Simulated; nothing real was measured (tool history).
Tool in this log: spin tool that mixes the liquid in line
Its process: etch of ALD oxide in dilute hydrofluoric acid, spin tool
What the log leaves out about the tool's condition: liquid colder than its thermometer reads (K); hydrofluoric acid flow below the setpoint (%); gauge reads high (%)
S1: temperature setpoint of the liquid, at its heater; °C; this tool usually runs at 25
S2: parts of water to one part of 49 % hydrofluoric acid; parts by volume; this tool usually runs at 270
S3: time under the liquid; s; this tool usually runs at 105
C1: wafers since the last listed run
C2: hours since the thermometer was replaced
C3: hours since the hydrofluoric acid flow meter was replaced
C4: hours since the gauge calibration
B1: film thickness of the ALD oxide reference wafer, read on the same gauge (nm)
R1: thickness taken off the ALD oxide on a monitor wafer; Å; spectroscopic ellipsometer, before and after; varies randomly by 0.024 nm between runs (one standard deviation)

{"run": 1, "hour": 0.0, "S1": 25, "S2": 270, "S3": 105, "C1": 0, "C2": 2211.4, "C3": 990, "C4": 168.5, "B1": 89.979, "R1": 44.69}
{"run": 2, "hour": 14.4, "S1": 25, "S2": 270, "S3": 105, "C1": 78, "C2": 2225.8, "C3": 1004.4, "C4": 182.9, "B1": 89.982, "R1": 44.72}
{"run": 3, "hour": 23.3, "S1": 25, "S2": 270, "S3": 105, "C1": 48, "C2": 2234.7, "C3": 1013.3, "C4": 191.8, "B1": 90.009, "R1": 45.02}
{"run": 4, "hour": 30.2, "S1": 25, "S2": 270, "S3": 105, "C1": 37, "C2": 2241.6, "C3": 1020.2, "C4": 198.7, "B1": 89.96, "R1": 44.46}
{"run": 5, "hour": 46.0, "S1": 25, "S2": 270, "S3": 105, "C1": 86, "C2": 2257.4, "C3": 1036, "C4": 214.5, "B1": 89.993, "R1": 44.81}
{"run": 6, "hour": 63.1, "S1": 25, "S2": 270, "S3": 105, "C1": 93, "C2": 2274.5, "C3": 1053.1, "C4": 231.6, "B1": 89.968, "R1": 44.4}
{"run": 7, "hour": 78.5, "S1": 25, "S2": 270, "S3": 105, "C1": 84, "C2": 2289.9, "C3": 1068.5, "C4": 247, "B1": 89.977, "R1": 44.4}
{"run": 8, "hour": 94.3, "S1": 25, "S2": 375, "S3": 105, "C1": 86, "C2": 2305.7, "C3": 1084.3, "C4": 262.8, "B1": 90.014, "R1": 28.6}
{"run": 9, "hour": 105.3, "S1": 25, "S2": 375, "S3": 105, "C1": 60, "C2": 2316.7, "C3": 1095.3, "C4": 273.8, "B1": 89.972, "R1": 28.7}
{"run": 10, "hour": 128.6, "S1": 25, "S2": 270, "S3": 145, "C1": 127, "C2": 2340, "C3": 1118.6, "C4": 297.1, "B1": 90.045, "R1": 61.17}
{"run": 11, "hour": 142.8, "S1": 25, "S2": 270, "S3": 145, "C1": 77, "C2": 2354.2, "C3": 1132.8, "C4": 311.3, "B1": 90.024, "R1": 60.91}
{"run": 12, "hour": 152.7, "S1": 24, "S2": 270, "S3": 105, "C1": 54, "C2": 2364.1, "C3": 1142.7, "C4": 321.2, "B1": 90.002, "R1": 42.82}
{"run": 13, "hour": 161.4, "S1": 24, "S2": 270, "S3": 105, "C1": 47, "C2": 2372.8, "C3": 1151.4, "C4": 329.9, "B1": 89.976, "R1": 42.55}
{"run": 14, "hour": 175.4, "S1": 25, "S2": 270, "S3": 105, "C1": 76, "C2": 2386.8, "C3": 1165.4, "C4": 343.9, "B1": 90.036, "R1": 44.15}
{"hour": 184.3, "done": "hydrofluoric acid flow meter replaced"}
{"run": 15, "hour": 187.9, "S1": 25, "S2": 270, "S3": 105, "C1": 62, "C2": 2399.3, "C3": 3.6, "C4": 356.4, "B1": 89.973, "R1": 49.19}
{"run": 16, "hour": 205.1, "S1": 25, "S2": 270, "S3": 90, "C1": 94, "C2": 2416.5, "C3": 20.8, "C4": 373.6, "B1": 90.001, "R1": 42.08}
{"run": 17, "hour": 211.5, "S1": 28.5, "S2": 235, "S3": 105, "C1": 34, "C2": 2422.9, "C3": 27.2, "C4": 380, "B1": 90.007, "R1": 65.97}
{"run": 18, "hour": 219.8, "S1": 20.5, "S2": 170, "S3": 130, "C1": 45, "C2": 2431.2, "C3": 35.5, "C4": 388.3, "B1": 89.998, "R1": 89.35}
{"run": 19, "hour": 230.5, "S1": 25, "S2": 270, "S3": 85, "C1": 58, "C2": 2441.9, "C3": 46.2, "C4": 399, "B1": 90.013, "R1": 39.43}
{"run": 20, "hour": 243.3, "S1": 25, "S2": 270, "S3": 105, "C1": 69, "C2": 2454.7, "C3": 59, "C4": 411.8, "B1": 89.996, "R1": 48.43}
{"run": 21, "hour": 256.6, "S1": 28, "S2": 390, "S3": 105, "C1": 72, "C2": 2468, "C3": 72.3, "C4": 425.1, "B1": 89.994, "R1": 32.98}
{"run": 22, "hour": 263.7, "S1": 25, "S2": 270, "S3": 105, "C1": 38, "C2": 2475.1, "C3": 79.4, "C4": 432.2, "B1": 89.947, "R1": 48.61}
{"hour": 267.1, "done": "gauge calibrated"}
{"run": 23, "hour": 285.5, "S1": 25, "S2": 375, "S3": 105, "C1": 119, "C2": 2496.9, "C3": 101.2, "C4": 18.4, "B1": 89.985, "R1": 31.57}
{"run": 24, "hour": 297.1, "S1": 22.5, "S2": 390, "S3": 45, "C1": 63, "C2": 2508.5, "C3": 112.8, "C4": 30, "B1": 90.026, "R1": 11.68}
{"run": 25, "hour": 308.0, "S1": 29.5, "S2": 270, "S3": 105, "C1": 59, "C2": 2519.4, "C3": 123.7, "C4": 40.9, "B1": 90.01, "R1": 56.98}

Run 26, settings as shown, results not yet in. Your forecast:
{"run": 26, "hour": 318.5, "S1": 25, "S2": 270, "S3": 105, "C1": 57, "C2": 2529.9, "C3": 134.2, "C4": 51.4, "B1": "?", "R1": "?"}

{"run 26": {"B1": 89.947, "R1": 48.11}}
The same run, on a tool lacking any hidden state, would have yielded R1 49.09 Å.
